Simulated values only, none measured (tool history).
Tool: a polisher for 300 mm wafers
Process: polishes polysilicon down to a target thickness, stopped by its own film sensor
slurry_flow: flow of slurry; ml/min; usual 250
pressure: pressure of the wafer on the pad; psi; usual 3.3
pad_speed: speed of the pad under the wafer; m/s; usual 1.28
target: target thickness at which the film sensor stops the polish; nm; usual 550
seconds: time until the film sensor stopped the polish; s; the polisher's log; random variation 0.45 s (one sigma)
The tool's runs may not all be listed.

run,hour,slurry_flow,pressure,pad_speed,target,wafers since the last listed run,wafers polished on this pad,hours since the slurry nozzle was cleaned,hours since the head pressure was calibrated,"incoming thickness of the incoming film, nm",seconds
1,0,250,3.3,1.28,550,0,759,8.6,318,1304.7,55.1
# hour 21: worn pad replaced by a new one
2,29.1,250,3.3,1.28,550,260,84,37.7,347.1,1297.8,50.4
3,50.2,250,3.6,1.28,550,219,303,58.8,368.2,1298.5,48.8
4,69.6,200,3.3,1.28,550,201,505,78.2,387.6,1304.6,55.7
5,92.2,200,3.3,1.28,550,234,739,100.8,410.2,1303.3,56.5
# hour 112.9: worn pad replaced by a new one
6,125.6,250,3.3,1.1,411,305,131,134.2,443.6,1289.7,69
7,157.6,250,3.3,1.28,550,332,464,166.2,475.6,1271,52
# hour 186.1: worn pad replaced by a new one
8,186.6,250,3.3,1.28,550,259,4,195.2,504.6,1310.5,51.1
# hour 201.7: head pressure recalibrated
9,207.4,250,3.3,1.12,300,195,199,216,5.7,1303.7,79
10,233.5,195,4.4,1.28,550,271,471,242.1,31.8,1299.6,43.4
# hour 262.8: slurry nozzle cleaned
# hour 272: worn pad replaced by a new one
11,280.5,195,4.4,1.28,550,436,87,17.7,78.8,1297.3,39.2
12,295.4,290,2.6,1.28,802,154,242,32.6,93.7,1298.3,42.7
13,331.3,250,3.8,1.28,550,372,615,68.5,129.6,1294.6,47
# hour 358.4: worn pad replaced by a new one
14,391.9,225,3.3,1.14,550,587,347,129.1,190.2,1301.9,60.1

5 ways to go on from here, each from the tool as it stands after run 14. What would each give?
A,392.3,250,3.3,1.28,777,4,351,129.5,190.6,1293.2,?
B,392.3,250,4.4,1.58,435,4,351,129.5,190.6,1293.2,?
C,392.3,250,2.3,1.28,550,4,351,129.5,190.6,1293.2,?
D,392.3,185,3.3,0.92,550,4,351,129.5,190.6,1293.2,?
E,392.3,205,3.3,1.04,550,4,351,129.5,190.6,1293.2,?

run,seconds
A,37.2
B,38.9
C,74.5
D,75.1
E,66.3
Without the tool's hidden state the same runs would have given:
run,seconds
A,34.1
B,35.7
C,68.4
D,68.9
E,60.8

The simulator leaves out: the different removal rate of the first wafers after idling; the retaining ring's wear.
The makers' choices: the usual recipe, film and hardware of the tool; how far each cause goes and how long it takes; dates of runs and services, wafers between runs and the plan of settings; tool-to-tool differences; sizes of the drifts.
